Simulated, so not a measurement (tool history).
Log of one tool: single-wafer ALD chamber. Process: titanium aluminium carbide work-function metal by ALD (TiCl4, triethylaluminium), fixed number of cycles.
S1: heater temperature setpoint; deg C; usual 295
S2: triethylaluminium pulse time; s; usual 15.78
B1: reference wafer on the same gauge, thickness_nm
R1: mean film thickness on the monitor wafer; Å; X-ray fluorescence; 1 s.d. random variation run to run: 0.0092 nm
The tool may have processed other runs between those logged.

| run | hour | S1 | S2 | B1 | R1 |
|---|---|---|---|---|---|
| 1 | 0 | 300 | 15.78 | 1.634 | 17.98 |
| 2 | 64.3 | 295 | 15.78 | 1.63 | 17.41 |
| 3 | 92.6 | 295 | 15.78 | 1.631 | 17.39 |
| 4 | 119.6 | 295 | 15.78 | 1.627 | 17.43 |
| 5 | 175.1 | 295 | 15.78 | 1.634 | 17.24 |
| 6 | 237.3 | 295 | 15.78 | 1.629 | 17.33 |
| 7 | 270.1 | 295 | 15.78 | 1.63 | 17.18 |
|  | 302 | showerhead replaced, of another model than before |
|  | 343.2 | triethylaluminium bottle replaced |
| 8 | 343.7 | 295 | 15.78 | 1.627 | 17.75 |
|  | 362 | gauge calibrated |
| 9 | 405.6 | 295 | 15.78 | 1.63 | 17.68 |
| 10 | 464.6 | 284 | 15.78 | 1.632 | 16.76 |
|  | 483.5 | thermocouple changed; heater temperature recalibrated |
| 11 | 503.9 | 295 | 15.78 | 1.633 | 17.64 |
| 12 | 541.3 | 287 | 15.78 | 1.629 | 16.95 |
| 13 | 600.9 | 289 | 21 | 1.631 | 17.3 |
| 14 | 654.7 | 301 | 21.53 | 1.633 | 18.42 |
| 15 | 682.3 | 295 | 22.06 | 1.628 | 17.83 |
| 16 | 742.5 | 295 | 15.78 | 1.631 | 17.85 |
| 17 | 768.4 | 291 | 18.88 | 1.632 | 17.43 |
| 18 | 821.3 | 299 | 12.12 | 1.629 | 17.9 |
| 19 | 852.5 | 300 | 11.04 | 1.632 | 17.76 |
| 20 | 887.7 | 295 | 15.78 | 1.63 | 17.67 |
| 21 | 957.2 | 295 | 15.78 | 1.632 | 17.68 |

Below are 3 alternative next runs, each starting from the tool's condition after run 21. Predict each:
| A | 957.6 | 295 | 11.82 | ? | ? |
| B | 957.6 | 303 | 21.11 | ? | ? |
| C | 957.6 | 307 | 13.7 | ? | ? |

| run | B1 | R1 |
|---|---|---|
| A | 1.631 | 17.61 |
| B | 1.631 | 18.63 |
| C | 1.631 | 18.79 |
With no hidden state in the tool, these same runs would have given:
| run | R1 |
|---|---|
| A | 17.8 |
| B | 18.68 |
| C | 18.94 |
